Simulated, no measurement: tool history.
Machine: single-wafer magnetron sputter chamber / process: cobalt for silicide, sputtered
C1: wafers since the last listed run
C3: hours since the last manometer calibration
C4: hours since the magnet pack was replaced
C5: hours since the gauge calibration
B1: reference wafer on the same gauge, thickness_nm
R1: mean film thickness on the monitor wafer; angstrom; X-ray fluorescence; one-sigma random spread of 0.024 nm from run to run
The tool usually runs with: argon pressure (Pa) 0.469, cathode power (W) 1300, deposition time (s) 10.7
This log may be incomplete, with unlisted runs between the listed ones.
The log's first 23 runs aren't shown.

At hour 582.8: sputter target and shields replaced.
Run 24, hour 583.3: usual settings but argon pressure (Pa) 0.569, cathode power (W) 1500, deposition time (s) 11.4; C1 347; wafers on the sputter target 8; C3 368.1; C4 275.8; C5 110.2; B1 5.939. Result: R1 80.74 angstrom.
Run 25, hour 595.4: usual settings but cathode power (W) 1400; C1 218; wafers on the sputter target 226; C3 380.2; C4 287.9; C5 122.3; B1 5.939. Result: R1 74.04 angstrom.
Run 26, hour 624.7: usual settings but cathode power (W) 1150; C1 528; wafers on the sputter target 754; C3 409.5; C4 317.2; C5 151.6; B1 5.937. Result: R1 61.69 angstrom.
Run 27, hour 646.5: usual settings; C1 393; wafers on the sputter target 1147; C3 431.3; C4 339; C5 173.4; B1 5.944. Result: R1 69.26 angstrom.
Run 28, hour 682.2: usual settings but argon pressure (Pa) 0.384, cathode power (W) 1200, deposition time (s) 9.7; C1 643; wafers on the sputter target 1791; C3 467; C4 374.7; C5 209.1; B1 5.941. Result: R1 60.57 angstrom.
Run 29, hour 706.4: usual settings; C1 436; wafers on the sputter target 2227; C3 491.2; C4 398.9; C5 233.3; B1 5.939. Result: R1 69.28 angstrom.
Run 30, hour 739.4: usual settings but argon pressure (Pa) 0.553, cathode power (W) 1100; C1 594; wafers on the sputter target 2822; C3 524.2; C4 431.9; C5 266.3; B1 5.935. Result: R1 56.57 angstrom.
Run 31, hour 760.2: usual settings but deposition time (s) 11.6; C1 375; wafers on the sputter target 3198; C3 545; C4 452.7; C5 287.1; B1 5.939. Result: R1 75.23 angstrom.
Run 32, hour 779.8: usual settings but argon pressure (Pa) 0.332, cathode power (W) 1500, deposition time (s) 12.4; C1 353; wafers on the sputter target 3551; C3 564.6; C4 472.3; C5 306.7; B1 5.945. Result: R1 98.62 angstrom.
Run 33, hour 812.5: usual settings but argon pressure (Pa) 0.569, deposition time (s) 8.7; C1 589; wafers on the sputter target 4140; C3 597.3; C4 505; C5 339.4; B1 5.943. Result: R1 53.46 angstrom.

What will run 34 give?
Run 34, hour 824.6: usual settings but argon pressure (Pa) 0.339, cathode power (W) 1000, deposition time (s) 9.1; C1 218; wafers on the sputter target 4359; C3 609.4; C4 517.1; C5 351.5; B1 ?. Result: R1 ?.

{"run 34": {"B1": 5.944, "R1": 48.98}}
Without the tool's hidden state the same run would have given R1 48.98 angstrom.

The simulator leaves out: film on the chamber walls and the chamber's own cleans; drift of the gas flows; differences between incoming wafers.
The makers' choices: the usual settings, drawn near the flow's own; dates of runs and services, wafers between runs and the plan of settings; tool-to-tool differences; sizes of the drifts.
